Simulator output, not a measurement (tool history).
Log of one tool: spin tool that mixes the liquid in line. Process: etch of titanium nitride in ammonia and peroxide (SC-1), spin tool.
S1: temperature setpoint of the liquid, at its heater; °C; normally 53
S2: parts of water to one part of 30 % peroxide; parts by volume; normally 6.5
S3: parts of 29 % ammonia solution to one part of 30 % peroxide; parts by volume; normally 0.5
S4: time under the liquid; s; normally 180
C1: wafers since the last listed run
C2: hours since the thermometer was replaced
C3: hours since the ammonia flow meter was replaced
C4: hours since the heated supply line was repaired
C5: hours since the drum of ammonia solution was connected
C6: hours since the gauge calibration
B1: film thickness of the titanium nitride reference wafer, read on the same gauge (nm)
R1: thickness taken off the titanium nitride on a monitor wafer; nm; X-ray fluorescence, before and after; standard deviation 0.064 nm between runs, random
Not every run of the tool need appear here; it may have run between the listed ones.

run	day	S1	S2	S3	S4	C1	C2	C3	C4	C5	C6	B1	R1
1	0	53	8.5	0.5	180	0	932.2	384.7	1678.1	285.8	4066	110.01	7.86
2	4.162	53	9	0.5	180	468	1032.1	484.6	1778	385.7	4165.9	109.98	7.61
# day 5.308: gauge calibrated
# day 7.296: heated supply line repaired
3	7.942	53	5	0.5	180	420	1122.8	575.3	15.5	476.4	63.2	110.01	10.53
4	12.1	53	6.5	0.6	215	467	1222.6	675.1	115.3	576.2	163	110.02	11.54
# day 14.479: ammonia flow meter replaced
5	15.325	47	6.5	0.65	90	358	1300	20.3	192.7	653.6	240.4	110	3.13
# day 17.362: thermometer replaced
# day 17.904: new drum of ammonia solution connected
6	18.625	62	5	0.4	180	361	30.3	99.5	271.9	17.3	319.6	110	18.5
7	22.908	60	5	0.45	225	481	133.1	202.3	374.7	120.1	422.4	110.05	20.54
8	25.962	61	9.5	0.5	180	343	206.4	275.6	448	193.4	495.7	110.05	13.1
9	27.633	53	6.5	0.5	180	187	246.5	315.7	488.1	233.5	535.8	110	9.3
10	40.421	53	6.5	0.5	180	1438	553.4	622.6	795	540.4	842.7	110.03	9.1
# day 40.708: ammonia flow meter replaced
11	42.171	53	6.5	0.5	180	192	595.4	35.1	837	582.4	884.7	110.01	9.1
12	45.25	49.5	6.5	0.5	180	346	669.3	109	910.9	656.3	958.6	109.99	7.14
13	48.275	57	6.5	0.65	180	340	741.9	181.6	983.5	728.9	1031.2	109.99	12.54
# day 51.958: new drum of ammonia solution connected
14	52.721	53	5	0.3	280	495	848.6	288.3	1090.2	18.3	1137.9	109.99	14.95
15	55.512	53	6.5	0.5	180	314	915.6	355.3	1157.2	85.3	1204.9	110	9.02
16	59.088	53	6.5	0.5	180	402	1001.4	441.1	1243	171.1	1290.7	110.01	9.16
17	61.592	48	6.5	0.35	180	281	1061.5	501.2	1303.1	231.2	1350.8	110.01	5.92
18	65.262	53	6.5	0.5	180	412	1149.6	589.3	1391.2	319.3	1438.9	110.02	8.99
19	68.838	53	6.5	0.5	180	402	1235.4	675.1	1477	405.1	1524.7	109.99	9.01
20	70.721	53	6.5	0.5	180	211	1280.6	720.3	1522.2	450.3	1569.9	110.02	9.01
# day 72.154: ammonia flow meter replaced
21	72.892	43.5	6.5	0.5	85	239	1332.7	17.7	1574.3	502.4	1622	109.97	2.18
22	74.929	47.5	6.5	0.5	135	229	1381.6	66.6	1623.2	551.3	1670.9	110.01	4.65
# day 77.217: thermometer replaced
# day 80.625: new drum of ammonia solution connected
23	86.096	47.5	6.5	0.5	85	1246	213.1	334.6	1891.2	131.3	1938.9	110.04	2.87

Forecast each of these 5 alternatives for the next run:
A	86.117	53	6.5	0.3	180	2	213.6	335.1	1891.7	131.8	1939.4	?	?
B	86.117	60	6.5	0.5	180	2	213.6	335.1	1891.7	131.8	1939.4	?	?
C	86.117	57.5	5	0.5	180	2	213.6	335.1	1891.7	131.8	1939.4	?	?
D	86.117	45	5	0.65	265	2	213.6	335.1	1891.7	131.8	1939.4	?	?
E	86.117	57.5	8	0.35	215	2	213.6	335.1	1891.7	131.8	1939.4	?	?

run	B1	R1
A	110.01	8.13
B	110.01	14.2
C	110.01	13.62
D	110.01	8.75
E	110.01	12.18
What these runs would have given with no unlogged condition in the tool:
run	R1
A	8.57
B	14.93
C	14.34
D	9.24
E	12.82
